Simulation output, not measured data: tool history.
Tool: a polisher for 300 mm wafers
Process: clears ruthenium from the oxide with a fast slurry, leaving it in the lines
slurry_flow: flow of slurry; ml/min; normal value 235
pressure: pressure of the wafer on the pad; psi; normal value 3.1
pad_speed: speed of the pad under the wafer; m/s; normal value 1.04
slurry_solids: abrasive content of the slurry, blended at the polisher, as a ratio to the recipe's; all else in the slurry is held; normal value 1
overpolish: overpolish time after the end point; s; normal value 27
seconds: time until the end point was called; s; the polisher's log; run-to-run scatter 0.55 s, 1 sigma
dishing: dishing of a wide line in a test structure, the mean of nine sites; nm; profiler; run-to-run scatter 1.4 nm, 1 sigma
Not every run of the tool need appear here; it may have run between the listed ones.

run,day,slurry_flow,pressure,pad_speed,slurry_solids,overpolish,wafers since the last listed run,wafers polished on this pad,hours since the slurry nozzle was cleaned,hours since the head pressure was calibrated,hours since the slurry blender was calibrated,"incoming thickness of the incoming film, nm",seconds,dishing
1,0,235,3.1,1.04,1,27,0,2273,87.8,48,523.9,297.3,65.8,83.6
2,1.758,235,3.1,1.04,1,27,228,2501,130,90.2,566.1,302.9,68.2,84.8
3,3.946,300,3.4,1.04,1,27,283,2785,182.5,142.7,618.6,297.4,58.5,91
# day 5.408: slurry blender recalibrated
4,5.767,195,3.8,1.28,1,27,225,3011,226.2,186.4,8.6,295.2,44.6,111.7
# day 6.275: worn pad replaced by a new one
5,8.762,235,3.1,1.04,1,27,367,322,298.1,258.3,80.5,299.7,66.8,82.8
6,10.788,235,2.5,1.16,1,27,262,585,346.7,306.9,129.1,303.1,75.2,78.7
7,13.279,315,2.2,1.28,1,38,323,909,406.5,366.7,188.9,297.5,74,103.2
8,14.617,315,3.1,1.04,1.15,27,173,1082,438.6,398.8,221,298.5,61.3,90.3
9,16.371,235,3.1,0.84,1,17,227,1310,480.7,440.9,263.1,300,80.6,48.1
10,17.562,235,3.1,1.04,1,27,154,1465,509.3,469.5,291.7,301.2,67.1,84
11,25.762,305,2.4,1.04,1,27,1064,2529,706.1,666.3,488.5,298.5,79.4,72.4
12,28.096,235,3.1,1.04,1,27,302,2832,762.1,722.3,544.5,297.9,62.8,87.9
# day 28.192: slurry nozzle cleaned
# day 30.025: head pressure recalibrated
# day 30.158: slurry blender recalibrated
13,30.354,235,3.1,1.04,1,27,266,3098,51.9,7.9,4.7,303.3,67.4,84.5
# day 32.3: worn pad replaced by a new one
14,32.938,235,3.1,1.04,1,27,313,82,113.9,69.9,66.7,295.9,66.4,84.3
15,38.125,175,4.1,1.04,1,27,673,756,238.4,194.4,191.2,306.5,53.4,100.1
16,40.108,235,3.1,1.04,1,27,257,1013,286,242,238.8,297.1,66.5,84.6
17,43.067,235,3.1,1.04,1,27,384,1397,357,313,309.8,298.1,65.8,83.8
18,45.796,180,3.1,1.04,1.25,20,354,1752,422.5,378.5,375.3,302.3,64.7,69.4
19,47.621,235,3.1,1.04,1,33,236,1989,466.3,422.3,419.1,301,66.5,101
20,53.25,235,3.4,0.7,1,27,730,2719,601.4,557.4,554.2,305.6,89,68.1
# day 53.792: slurry blender recalibrated
21,55.796,235,3.1,1.04,1,27,319,3039,662.5,618.5,48.1,306.3,65.2,85.5
# day 56.721: worn pad replaced by a new one
22,57.725,260,3.1,1.04,1,43,228,130,708.8,664.8,94.4,295.9,62.4,117.6
23,59.521,235,2.3,0.7,0.75,39,233,363,751.9,707.9,137.5,304.5,138.5,63.4
24,61.467,235,3.1,1.04,1,27,252,616,798.6,754.6,184.2,293.7,61.6,86.1
25,62.758,235,3.1,1.24,1,22,167,783,829.6,785.6,215.2,294.4,51.9,89.4
# day 63.279: head pressure recalibrated
26,65.333,235,2.1,1.04,1,27,323,1107,891.4,49.3,277,304.8,100.4,59.5
27,67.133,235,3.1,1.04,1,27,233,1340,934.6,92.5,320.2,297.6,66.5,83

Measured result minus the same run's result without the hidden state. Both carry the same run-to-run variation, though not necessarily the same gauge scatter:
Hidden state at play: removal rate lost through wear of the pad, %; slurry flow missing at the pad, %; deviation of the head's pressure from its setpoint, %; abrasive missing from the slurry, %.
run,seconds,dishing
1,-0.4,+0.4
2,-0.4,+0.4
3,-0.4,+0.6
4,-0.4,+0.7
5,-0.9,+0.8
6,-1.2,+1
7,-1.5,+1.5
8,-1.4,+1.5
9,-2.2,+1.1
10,-2,+1.9
11,-4.4,+3.1
12,-3.9,+4.2
13,-0.4,+0.4
14,-0.3,+0.4
15,-0.5,+0.7
16,-0.8,+0.8
17,-1.1,+1.1
18,-1.4,+1.2
19,-1.6,+1.9
20,-3.6,+2.2
21,-3.2,+3.1
22,-3.4,+4.2
23,-8.5,+3.1
24,-4.2,+4.4
25,-3.8,+4.9
26,-1,+0.5
27,-0.7,+0.6
